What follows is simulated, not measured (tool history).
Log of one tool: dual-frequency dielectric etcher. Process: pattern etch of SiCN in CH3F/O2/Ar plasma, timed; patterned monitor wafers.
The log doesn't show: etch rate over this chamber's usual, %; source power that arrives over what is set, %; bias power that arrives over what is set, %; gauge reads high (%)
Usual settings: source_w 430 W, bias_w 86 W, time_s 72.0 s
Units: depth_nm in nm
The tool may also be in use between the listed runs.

run   hour  source_w  bias_w  time_s  wafers since the last listed run  hours since the last wet clean  hours since the last source power generator calibration  hours since the last bias power generator calibration  hours since the last upper electrode change  hours since the gauge calibration  read-back reference wafer on the same gauge, depth_nm  depth_nm
  1    0.0       510      86    72.0                                 0                           360.9                                                   5123.7                                                 2713.0                                       2592.5                                8.6                                                  28.30     28.73
  2   13.6       360     103    72.0                               112                           374.5                                                   5137.3                                                 2726.6                                       2606.1                               22.2                                                  28.30     27.76
  3   27.8       360     103    72.0                               117                           388.7                                                   5151.5                                                 2740.8                                       2620.3                               36.4                                                  28.29     27.73
  4   44.0       430      86    72.0                               133                           404.9                                                   5167.7                                                 2757.0                                       2636.5                               52.6                                                  28.30     27.35
  5   54.4       430      86    72.0                                85                           415.3                                                   5178.1                                                 2767.4                                       2646.9                               63.0                                                  28.30     27.36
  6   67.1       430      86    72.0                               104                           428.0                                                   5190.8                                                 2780.1                                       2659.6                               75.7                                                  28.30     27.33
      75.0  -- bias power generator calibrated
     102.2  -- wet clean of the chamber
  7  102.7       430      86    72.0                                62                             0.5                                                   5226.4                                                   27.7                                       2695.2                              111.3                                                  28.29     28.29
     131.0  -- upper electrode replaced
     135.3  -- source power generator calibrated
  8  135.8       430      86    61.0                                42                            33.6                                                      0.5                                                   60.8                                          4.8                              144.4                                                  28.30     23.88
  9  136.1       460      68    72.0                                 2                            33.9                                                      0.8                                                   61.1                                          5.1                              144.7                                                  28.30     26.85
 10  139.3       520     108    64.0                                26                            37.1                                                      4.0                                                   64.3                                          8.3                              147.9                                                  28.30     28.24
     145.5  -- gauge calibrated
 11  151.6       340      70    57.0                               101                            49.4                                                     16.3                                                   76.6                                         20.6                                6.1                                                  28.31     19.84
 12  165.0       510      74    89.0                               110                            62.8                                                     29.7                                                   90.0                                         34.0                               19.5                                                  28.31     34.82
 13  179.5       430      86    72.0                               119                            77.3                                                     44.2                                                  104.5                                         48.5                               34.0                                                  28.31     28.18
 14  185.7       430     104    86.0                                51                            83.5                                                     50.4                                                  110.7                                         54.7                               40.2                                                  28.29     35.65
 15  202.8       340     103    89.0                               141                           100.6                                                     67.5                                                  127.8                                         71.8                               57.3                                                  28.30     34.76
 16  216.7       340      86    65.5                               114                           114.5                                                     81.4                                                  141.7                                         85.7                               71.2                                                  28.31     24.14
 17  224.7       430      86    72.0                                66                           122.5                                                     89.4                                                  149.7                                         93.7                               79.2                                                  28.29     28.00

4 ways to go on from here, each from the tool as it stands after run 17. What would each give?
  A  225.1       530      86    72.0                                 3                           122.9                                                     89.8                                                  150.1                                         94.1                               79.6                                                      ?         ?
  B  225.1       430      68    72.0                                 3                           122.9                                                     89.8                                                  150.1                                         94.1                               79.6                                                      ?         ?
  C  225.1       470     100    88.5                                 3                           122.9                                                     89.8                                                  150.1                                         94.1                               79.6                                                      ?         ?
  D  225.1       430      86    88.0                                 3                           122.9                                                     89.8                                                  150.1                                         94.1                               79.6                                                      ?         ?

run  read-back reference wafer on the same gauge, depth_nm  depth_nm
  A                                                  28.30     29.61
  B                                                  28.30     26.21
  C                                                  28.30     36.92
  D                                                  28.30     34.28
Without the tool's hidden state the same runs would have given:
run  depth_nm
  A     29.81
  B     26.39
  C     37.18
  D     34.51

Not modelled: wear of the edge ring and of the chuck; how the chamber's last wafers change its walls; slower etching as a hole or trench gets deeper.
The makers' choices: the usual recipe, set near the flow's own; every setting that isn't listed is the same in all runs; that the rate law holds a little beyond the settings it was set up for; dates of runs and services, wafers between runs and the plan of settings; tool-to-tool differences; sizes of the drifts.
